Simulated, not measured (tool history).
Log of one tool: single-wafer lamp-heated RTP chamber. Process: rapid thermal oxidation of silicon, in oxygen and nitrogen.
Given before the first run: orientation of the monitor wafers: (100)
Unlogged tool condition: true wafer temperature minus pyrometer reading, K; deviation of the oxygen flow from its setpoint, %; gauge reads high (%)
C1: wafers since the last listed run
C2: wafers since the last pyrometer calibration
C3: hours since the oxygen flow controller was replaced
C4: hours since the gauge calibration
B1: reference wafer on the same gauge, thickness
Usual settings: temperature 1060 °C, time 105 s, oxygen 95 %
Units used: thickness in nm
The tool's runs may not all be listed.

run 1 day=0.000 | temperature=1060 time=105 oxygen=95 | C1=0 C2=2599 C3=2032.8 C4=528.9 | B1=9.805 | thickness=11.354
run 2 day=1.275 | temperature=1060 time=142 oxygen=95 | C1=325 C2=2925 C3=2063.4 C4=559.5 | B1=9.798 | thickness=13.112
run 3 day=3.958 | temperature=1060 time=127 oxygen=98 | C1=685 C2=3611 C3=2127.8 C4=623.9 | B1=9.803 | thickness=12.646
run 4 day=6.046 | temperature=1060 time=105 oxygen=95 | C1=533 C2=4144 C3=2177.9 C4=674.0 | B1=9.802 | thickness=11.411
run 5 day=7.250 | temperature=1060 time=105 oxygen=95 | C1=307 C2=4452 C3=2206.8 C4=702.9 | B1=9.799 | thickness=11.406
-- day=8.612 pyrometer window cleaned and pyrometer calibrated
run 6 day=8.633 | temperature=1060 time=77 oxygen=95 | C1=268 C2=5 C3=2240.0 C4=736.1 | B1=9.797 | thickness=9.608
run 7 day=10.342 | temperature=1060 time=77 oxygen=95 | C1=436 C2=442 C3=2281.0 C4=777.1 | B1=9.802 | thickness=9.727
run 8 day=12.388 | temperature=1060 time=77 oxygen=95 | C1=522 C2=964 C3=2330.1 C4=826.2 | B1=9.802 | thickness=9.774
run 9 day=14.479 | temperature=1060 time=117 oxygen=95 | C1=534 C2=1499 C3=2380.3 C4=876.4 | B1=9.796 | thickness=11.903
run 10 day=22.550 | temperature=1060 time=117 oxygen=95 | C1=2062 C2=3561 C3=2574.0 C4=1070.1 | B1=9.804 | thickness=11.985
run 11 day=23.854 | temperature=1060 time=117 oxygen=95 | C1=333 C2=3894 C3=2605.3 C4=1101.4 | B1=9.802 | thickness=11.921
run 12 day=26.104 | temperature=1060 time=105 oxygen=98 | C1=574 C2=4469 C3=2659.3 C4=1155.4 | B1=9.797 | thickness=11.623
-- day=28.662 pyrometer window cleaned and pyrometer calibrated
run 13 day=28.683 | temperature=1060 time=105 oxygen=98 | C1=573 C2=5 C3=2721.2 C4=1217.3 | B1=9.796 | thickness=11.837
run 14 day=29.604 | temperature=1060 time=105 oxygen=98 | C1=235 C2=240 C3=2743.3 C4=1239.4 | B1=9.794 | thickness=11.856
run 15 day=31.750 | temperature=1060 time=105 oxygen=95 | C1=548 C2=788 C3=2794.8 C4=1290.9 | B1=9.797 | thickness=11.891
run 16 day=33.192 | temperature=1060 time=105 oxygen=95 | C1=368 C2=1157 C3=2829.4 C4=1325.5 | B1=9.802 | thickness=11.925
run 17 day=34.417 | temperature=1078 time=105 oxygen=95 | C1=313 C2=1470 C3=2858.8 C4=1354.9 | B1=9.800 | thickness=13.339
-- day=34.904 gauge calibrated
run 18 day=36.129 | temperature=1078 time=105 oxygen=95 | C1=437 C2=1907 C3=2899.9 C4=29.4 | B1=9.795 | thickness=13.485
run 19 day=38.662 | temperature=1060 time=105 oxygen=95 | C1=647 C2=2554 C3=2960.7 C4=90.2 | B1=9.806 | thickness=12.022
run 20 day=40.775 | temperature=1086 time=58 oxygen=98 | C1=539 C2=3094 C3=3011.4 C4=140.9 | B1=9.802 | thickness=11.006
run 21 day=42.604 | temperature=1060 time=105 oxygen=98 | C1=467 C2=3562 C3=3055.3 C4=184.8 | B1=9.808 | thickness=12.081
run 22 day=44.575 | temperature=1060 time=144 oxygen=95 | C1=503 C2=4065 C3=3102.6 C4=232.1 | B1=9.809 | thickness=13.942
run 23 day=46.721 | temperature=1060 time=105 oxygen=95 | C1=548 C2=4613 C3=3154.1 C4=283.6 | B1=9.806 | thickness=12.057
run 24 day=48.304 | temperature=1077 time=153 oxygen=95 | C1=404 C2=5018 C3=3192.1 C4=321.6 | B1=9.795 | thickness=16.081
-- day=48.642 pyrometer window cleaned and pyrometer calibrated, repeated, since the last time left the tool worse
run 25 day=51.008 | temperature=1060 time=105 oxygen=95 | C1=605 C2=604 C3=3257.0 C4=386.5 | B1=9.799 | thickness=11.196
run 26 day=52.479 | temperature=1043 time=132 oxygen=98 | C1=375 C2=980 C3=3292.3 C4=421.8 | B1=9.802 | thickness=11.249
run 27 day=60.733 | temperature=1060 time=147 oxygen=70 | C1=2109 C2=3089 C3=3490.4 C4=619.9 | B1=9.801 | thickness=11.879
run 28 day=63.008 | temperature=1060 time=72 oxygen=95 | C1=581 C2=3670 C3=3545.0 C4=674.5 | B1=9.800 | thickness=9.617
-- day=65.096 oxygen flow controller replaced
run 29 day=65.925 | temperature=1031 time=123 oxygen=95 | C1=660 C2=4330 C3=19.9 C4=744.5 | B1=9.801 | thickness=10.104
run 30 day=67.129 | temperature=1052 time=82 oxygen=81 | C1=307 C2=4638 C3=48.8 C4=773.4 | B1=9.805 | thickness=9.124
-- day=68.258 pyrometer window cleaned and pyrometer calibrated
run 31 day=69.346 | temperature=1060 time=105 oxygen=95 | C1=481 C2=277 C3=102.0 C4=826.6 | B1=9.801 | thickness=11.116
run 32 day=70.546 | temperature=1060 time=105 oxygen=95 | C1=306 C2=584 C3=130.8 C4=855.4 | B1=9.798 | thickness=11.223
run 33 day=71.800 | temperature=1043 time=105 oxygen=78 | C1=320 C2=904 C3=160.9 C4=885.5 | B1=9.799 | thickness=9.209
run 34 day=73.279 | temperature=1069 time=105 oxygen=87 | C1=377 C2=1282 C3=196.4 C4=921.0 | B1=9.798 | thickness=11.559
run 35 day=74.617 | temperature=1060 time=121 oxygen=98 | C1=341 C2=1624 C3=228.5 C4=953.1 | B1=9.796 | thickness=12.233
run 36 day=77.288 | temperature=1039 time=105 oxygen=95 | C1=682 C2=2306 C3=292.6 C4=1017.2 | B1=9.798 | thickness=9.768
run 37 day=79.821 | temperature=1060 time=105 oxygen=95 | C1=647 C2=2954 C3=353.4 C4=1078.0 | B1=9.802 | thickness=11.335
-- day=81.267 gauge calibrated
run 38 day=82.700 | temperature=1060 time=105 oxygen=95 | C1=735 C2=3689 C3=422.5 C4=34.4 | B1=9.801 | thickness=11.438

How the hidden state differs across the entries between the runs, from the last listed run before each to the first after it:
Logged between run 5 and run 6: pyrometer window cleaned and pyrometer calibrated (day 8.612)
  true wafer temperature minus pyrometer reading, K: 4.92 -> 0.23
  what was measured, less what the result would be without the hidden state, thickness: +0.374 -> +0.015 nm
Logged between run 12 and run 13: pyrometer window cleaned and pyrometer calibrated (day 28.662)
  true wafer temperature minus pyrometer reading, K: 4.85 -> 8.28
  what was measured, less what the result would be without the hidden state, thickness: +0.375 -> +0.644 nm
Logged between run 17 and run 18: gauge calibrated (day 34.904)
  true wafer temperature minus pyrometer reading, K: 11.2 -> 11.6
  what was measured, less what the result would be without the hidden state, thickness: +0.934 -> +0.983 nm
Logged between run 24 and run 25: pyrometer window cleaned and pyrometer calibrated, repeated, since the last time left the tool worse (day 48.642)
  true wafer temperature minus pyrometer reading, K: 13 -> 1.8
  what was measured, less what the result would be without the hidden state, thickness: +1.303 -> +0.135 nm
Logged between run 28 and run 29: oxygen flow controller replaced (day 65.096)
  true wafer temperature minus pyrometer reading, K: 4.71 -> 4.91
  what was measured, less what the result would be without the hidden state, thickness: +0.301 -> +0.347 nm
Logged between run 30 and run 31: pyrometer window cleaned and pyrometer calibrated (day 68.258)
  true wafer temperature minus pyrometer reading, K: 4.97 -> 0.786
  what was measured, less what the result would be without the hidden state, thickness: +0.304 -> +0.059 nm
Logged between run 37 and run 38: gauge calibrated (day 81.267)
  true wafer temperature minus pyrometer reading, K: 4.15 -> 4.45
  what was measured, less what the result would be without the hidden state, thickness: +0.314 -> +0.340 nm
